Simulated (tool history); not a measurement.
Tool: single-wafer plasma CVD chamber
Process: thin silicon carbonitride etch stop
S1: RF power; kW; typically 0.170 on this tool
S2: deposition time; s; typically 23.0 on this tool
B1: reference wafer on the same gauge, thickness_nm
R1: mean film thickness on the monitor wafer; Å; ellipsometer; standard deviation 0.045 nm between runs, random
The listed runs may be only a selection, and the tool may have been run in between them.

run	hour	S1	S2	B1	R1
1	0.0	0.170	23.0	12.815	122.30
2	64.7	0.150	23.0	12.804	119.07
3	109.5	0.170	23.0	12.793	120.93
4	167.4	0.180	21.3	12.834	113.84
5	237.3	0.180	21.3	12.799	113.63
6	309.3	0.170	23.0	12.797	121.46
7	352.5	0.170	23.0	12.813	121.72
8	424.0	0.170	23.0	12.784	121.58
9	481.5	0.170	24.6	12.791	129.86
10	549.6	0.170	23.0	12.795	122.24
11	574.4	0.205	26.0	12.824	143.18
# hour 646.8: thermocouple changed; heater temperature recalibrated
12	647.3	0.185	26.0	12.823	140.12
# hour 695.8: RF generator calibrated
13	696.3	0.170	25.2	12.805	133.37
14	725.0	0.140	23.0	12.797	117.97
15	765.2	0.190	19.1	12.776	103.20
16	789.6	0.170	23.0	12.824	121.50
17	848.7	0.200	23.0	12.783	126.09
18	894.9	0.150	25.0	12.792	129.48
19	963.0	0.170	23.0	12.796	122.04
# hour 996.0: showerhead replaced
20	1025.5	0.180	27.0	12.788	144.16
# hour 1041.0: gauge calibrated
21	1050.0	0.170	23.0	12.829	121.49
22	1086.1	0.140	19.9	12.817	100.91
23	1149.3	0.190	21.6	12.810	116.70
24	1200.6	0.170	23.0	12.799	120.61
25	1270.4	0.145	23.0	12.781	118.46
26	1303.1	0.160	18.7	12.823	97.72
27	1369.1	0.170	23.0	12.807	121.42
28	1399.2	0.195	20.6	12.810	112.34
29	1433.6	0.185	27.6	12.815	147.40
30	1461.8	0.145	26.9	12.811	137.05
31	1492.1	0.190	23.0	12.811	124.32
32	1553.3	0.170	23.0	12.792	121.75
# hour 1567.7: RF generator calibrated
33	1584.2	0.170	23.0	12.821	121.56
34	1620.4	0.145	23.0	12.805	118.73
35	1667.3	0.170	23.0	12.811	122.28

Consider 4 possible next runs. They are alternatives, not a sequence: every one starts from the tool as it was left by run 35. What does each give?
A	1667.7	0.185	23.0	?	?
B	1667.7	0.195	24.8	?	?
C	1667.7	0.170	20.9	?	?
D	1667.7	0.185	26.2	?	?

run	B1	R1
A	12.815	123.38
B	12.815	134.43
C	12.815	110.30
D	12.815	140.55
Take away the tool's hidden state, keep each run's random variation, and the runs would have read:
run	R1
A	123.38
B	134.43
C	110.30
D	140.55
